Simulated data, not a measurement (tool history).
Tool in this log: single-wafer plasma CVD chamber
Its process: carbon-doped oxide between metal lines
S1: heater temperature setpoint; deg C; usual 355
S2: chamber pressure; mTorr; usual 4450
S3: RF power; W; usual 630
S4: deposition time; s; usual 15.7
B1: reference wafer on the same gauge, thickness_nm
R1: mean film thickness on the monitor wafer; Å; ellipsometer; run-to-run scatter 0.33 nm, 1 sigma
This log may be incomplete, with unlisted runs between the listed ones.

run,hour,S1,S2,S3,S4,B1,R1
1,0,355,4450,630,16.4,73.835,916.38
# hour 89.8: capacitance manometer re-zeroed and calibrated
2,95.6,355,4450,630,16.4,73.773,915.3
3,203.4,355,4450,630,15.7,73.806,883.04
4,248.2,355,4450,630,15.7,73.798,878.33
5,318.5,344,4450,630,15.7,73.807,902.03
6,415.9,344,4450,630,15.7,73.769,899.91
7,476.9,355,4450,630,15.7,73.758,873.26
# hour 531.1: RF generator calibrated
8,531.6,355,4450,630,15.7,73.789,872.71
9,592,355,5170,630,12.8,73.796,729.05
10,728.5,355,4450,630,16.4,73.826,910.4
11,766.4,366,4450,630,15.7,73.875,854.94
# hour 839.7: gauge calibrated
12,874.4,355,4450,675,17.3,73.816,1014.51
# hour 909.4: thermocouple changed; heater temperature recalibrated
# hour 943.4: showerhead replaced
13,957.4,346,4450,630,15.7,73.798,907.24
14,994,355,5520,630,18.5,73.801,1071.42
15,1082.2,355,4450,585,17.9,73.787,942.96
# hour 1174: capacitance manometer re-zeroed and calibrated
16,1174.5,355,4450,630,15.7,73.749,888.78
# hour 1456.5: RF generator calibrated
17,1457,355,4450,630,15.7,73.759,888.36
18,1527.6,355,5400,535,15.7,73.751,779.14

For run 19, what comes out?
19,1612.2,364,4790,630,17.1,?,?

{"run 19": {"B1": 73.774, "R1": 952.33}}
Minus the tool's unlogged condition, the same run would have read R1 954.37 Å.

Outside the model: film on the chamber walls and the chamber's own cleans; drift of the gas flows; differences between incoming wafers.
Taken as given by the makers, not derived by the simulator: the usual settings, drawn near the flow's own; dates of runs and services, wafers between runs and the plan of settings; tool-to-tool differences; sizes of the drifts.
